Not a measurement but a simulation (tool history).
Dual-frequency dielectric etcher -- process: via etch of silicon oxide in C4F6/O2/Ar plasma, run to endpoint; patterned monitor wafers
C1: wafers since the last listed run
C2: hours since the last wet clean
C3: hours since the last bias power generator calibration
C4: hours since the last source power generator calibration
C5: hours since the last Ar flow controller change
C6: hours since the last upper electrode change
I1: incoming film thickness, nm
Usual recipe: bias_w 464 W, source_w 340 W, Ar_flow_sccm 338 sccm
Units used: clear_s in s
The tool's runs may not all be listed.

{"run": 1, "hour": 0.0, "bias_w": 464, "source_w": 340, "Ar_flow_sccm": 312, "C1": 0, "C2": 517.3, "C3": 26.2, "C4": 1480.7, "C5": 4372.7, "C6": 3902.3, "I1": 185.6, "clear_s": 39.8}
{"run": 2, "hour": 13.0, "bias_w": 464, "source_w": 340, "Ar_flow_sccm": 338, "C1": 171, "C2": 530.3, "C3": 39.2, "C4": 1493.7, "C5": 4385.7, "C6": 3915.3, "I1": 184.5, "clear_s": 40.0}
{"run": 3, "hour": 21.9, "bias_w": 464, "source_w": 340, "Ar_flow_sccm": 338, "C1": 117, "C2": 539.2, "C3": 48.1, "C4": 1502.6, "C5": 4394.6, "C6": 3924.2, "I1": 184.6, "clear_s": 39.8}
{"run": 4, "hour": 30.5, "bias_w": 464, "source_w": 340, "Ar_flow_sccm": 338, "C1": 113, "C2": 547.8, "C3": 56.7, "C4": 1511.2, "C5": 4403.2, "C6": 3932.8, "I1": 183.4, "clear_s": 39.6}
{"hour": 59.0, "done": "wet clean of the chamber"}
{"run": 5, "hour": 59.5, "bias_w": 464, "source_w": 340, "Ar_flow_sccm": 338, "C1": 65, "C2": 0.5, "C3": 85.7, "C4": 1540.2, "C5": 4432.2, "C6": 3961.8, "I1": 184.6, "clear_s": 39.9}
{"run": 6, "hour": 59.8, "bias_w": 464, "source_w": 340, "Ar_flow_sccm": 338, "C1": 3, "C2": 0.8, "C3": 86.0, "C4": 1540.5, "C5": 4432.5, "C6": 3962.1, "I1": 184.6, "clear_s": 40.1}
{"run": 7, "hour": 60.1, "bias_w": 464, "source_w": 280, "Ar_flow_sccm": 288, "C1": 3, "C2": 1.1, "C3": 86.3, "C4": 1540.8, "C5": 4432.8, "C6": 3962.4, "I1": 184.0, "clear_s": 43.6}
{"run": 8, "hour": 76.3, "bias_w": 464, "source_w": 340, "Ar_flow_sccm": 338, "C1": 213, "C2": 17.3, "C3": 102.5, "C4": 1557.0, "C5": 4449.0, "C6": 3978.6, "I1": 184.1, "clear_s": 39.6}
{"run": 9, "hour": 89.4, "bias_w": 464, "source_w": 340, "Ar_flow_sccm": 338, "C1": 172, "C2": 30.4, "C3": 115.6, "C4": 1570.1, "C5": 4462.1, "C6": 3991.7, "I1": 182.9, "clear_s": 39.5}
{"hour": 98.4, "done": "source power generator calibrated"}
{"hour": 102.2, "done": "Ar flow controller replaced"}
{"run": 10, "hour": 105.1, "bias_w": 415, "source_w": 340, "Ar_flow_sccm": 338, "C1": 103, "C2": 46.1, "C3": 131.3, "C4": 6.7, "C5": 2.9, "C6": 4007.4, "I1": 183.8, "clear_s": 42.2}
{"hour": 138.6, "done": "upper electrode replaced"}
{"run": 11, "hour": 139.1, "bias_w": 532, "source_w": 340, "Ar_flow_sccm": 383, "C1": 131, "C2": 80.1, "C3": 165.3, "C4": 40.7, "C5": 36.9, "C6": 0.5, "I1": 185.2, "clear_s": 37.3}
{"run": 12, "hour": 139.5, "bias_w": 464, "source_w": 340, "Ar_flow_sccm": 401, "C1": 5, "C2": 80.5, "C3": 165.7, "C4": 41.1, "C5": 37.3, "C6": 0.9, "I1": 184.8, "clear_s": 40.4}
{"run": 13, "hour": 149.8, "bias_w": 464, "source_w": 340, "Ar_flow_sccm": 338, "C1": 135, "C2": 90.8, "C3": 176.0, "C4": 51.4, "C5": 47.6, "C6": 11.2, "I1": 182.9, "clear_s": 39.5}
{"run": 14, "hour": 160.6, "bias_w": 464, "source_w": 340, "Ar_flow_sccm": 312, "C1": 142, "C2": 101.6, "C3": 186.8, "C4": 62.2, "C5": 58.4, "C6": 22.0, "I1": 187.2, "clear_s": 40.3}
{"run": 15, "hour": 171.2, "bias_w": 382, "source_w": 340, "Ar_flow_sccm": 338, "C1": 139, "C2": 112.2, "C3": 197.4, "C4": 72.8, "C5": 69.0, "C6": 32.6, "I1": 183.3, "clear_s": 44.1}
{"run": 16, "hour": 186.1, "bias_w": 464, "source_w": 310, "Ar_flow_sccm": 338, "C1": 196, "C2": 127.1, "C3": 212.3, "C4": 87.7, "C5": 83.9, "C6": 47.5, "I1": 183.1, "clear_s": 42.0}
{"run": 17, "hour": 194.3, "bias_w": 464, "source_w": 390, "Ar_flow_sccm": 338, "C1": 107, "C2": 135.3, "C3": 220.5, "C4": 95.9, "C5": 92.1, "C6": 55.7, "I1": 183.6, "clear_s": 37.0}
{"run": 18, "hour": 201.3, "bias_w": 464, "source_w": 340, "Ar_flow_sccm": 338, "C1": 92, "C2": 142.3, "C3": 227.5, "C4": 102.9, "C5": 99.1, "C6": 62.7, "I1": 184.0, "clear_s": 39.7}
{"run": 19, "hour": 209.2, "bias_w": 532, "source_w": 340, "Ar_flow_sccm": 383, "C1": 103, "C2": 150.2, "C3": 235.4, "C4": 110.8, "C5": 107.0, "C6": 70.6, "I1": 184.0, "clear_s": 37.3}
{"run": 20, "hour": 225.9, "bias_w": 464, "source_w": 340, "Ar_flow_sccm": 338, "C1": 219, "C2": 166.9, "C3": 252.1, "C4": 127.5, "C5": 123.7, "C6": 87.3, "I1": 184.1, "clear_s": 39.9}
{"run": 21, "hour": 241.3, "bias_w": 523, "source_w": 420, "Ar_flow_sccm": 338, "C1": 202, "C2": 182.3, "C3": 267.5, "C4": 142.9, "C5": 139.1, "C6": 102.7, "I1": 181.7, "clear_s": 33.0}
{"run": 22, "hour": 250.8, "bias_w": 425, "source_w": 400, "Ar_flow_sccm": 382, "C1": 124, "C2": 191.8, "C3": 277.0, "C4": 152.4, "C5": 148.6, "C6": 112.2, "I1": 184.9, "clear_s": 39.1}
{"run": 23, "hour": 259.8, "bias_w": 464, "source_w": 340, "Ar_flow_sccm": 283, "C1": 118, "C2": 200.8, "C3": 286.0, "C4": 161.4, "C5": 157.6, "C6": 121.2, "I1": 185.9, "clear_s": 39.9}
{"run": 24, "hour": 271.9, "bias_w": 555, "source_w": 340, "Ar_flow_sccm": 416, "C1": 159, "C2": 212.9, "C3": 298.1, "C4": 173.5, "C5": 169.7, "C6": 133.3, "I1": 183.2, "clear_s": 36.6}
{"run": 25, "hour": 286.3, "bias_w": 538, "source_w": 290, "Ar_flow_sccm": 384, "C1": 189, "C2": 227.3, "C3": 312.5, "C4": 187.9, "C5": 184.1, "C6": 147.7, "I1": 186.4, "clear_s": 41.1}
{"run": 26, "hour": 300.1, "bias_w": 464, "source_w": 340, "Ar_flow_sccm": 338, "C1": 181, "C2": 241.1, "C3": 326.3, "C4": 201.7, "C5": 197.9, "C6": 161.5, "I1": 183.4, "clear_s": 39.6}
{"run": 27, "hour": 311.4, "bias_w": 533, "source_w": 410, "Ar_flow_sccm": 366, "C1": 148, "C2": 252.4, "C3": 337.6, "C4": 213.0, "C5": 209.2, "C6": 172.8, "I1": 183.2, "clear_s": 33.7}
{"run": 28, "hour": 328.0, "bias_w": 508, "source_w": 340, "Ar_flow_sccm": 338, "C1": 218, "C2": 269.0, "C3": 354.2, "C4": 229.6, "C5": 225.8, "C6": 189.4, "I1": 184.6, "clear_s": 38.2}
{"run": 29, "hour": 345.9, "bias_w": 561, "source_w": 390, "Ar_flow_sccm": 393, "C1": 235, "C2": 286.9, "C3": 372.1, "C4": 247.5, "C5": 243.7, "C6": 207.3, "I1": 184.3, "clear_s": 33.8}
{"run": 30, "hour": 357.2, "bias_w": 414, "source_w": 320, "Ar_flow_sccm": 338, "C1": 148, "C2": 298.2, "C3": 383.4, "C4": 258.8, "C5": 255.0, "C6": 218.6, "I1": 184.6, "clear_s": 44.1}

List, for all runs, the conditions of the tool that the log does not record:
etch rate over this chamber's usual, %: 0 across all the runs
bias power that arrives over what is set, %: 0 across all the runs
source power that arrives over what is set, %: 0 across all the runs
Ar flow that arrives over what is set, %: 0 across all the runs
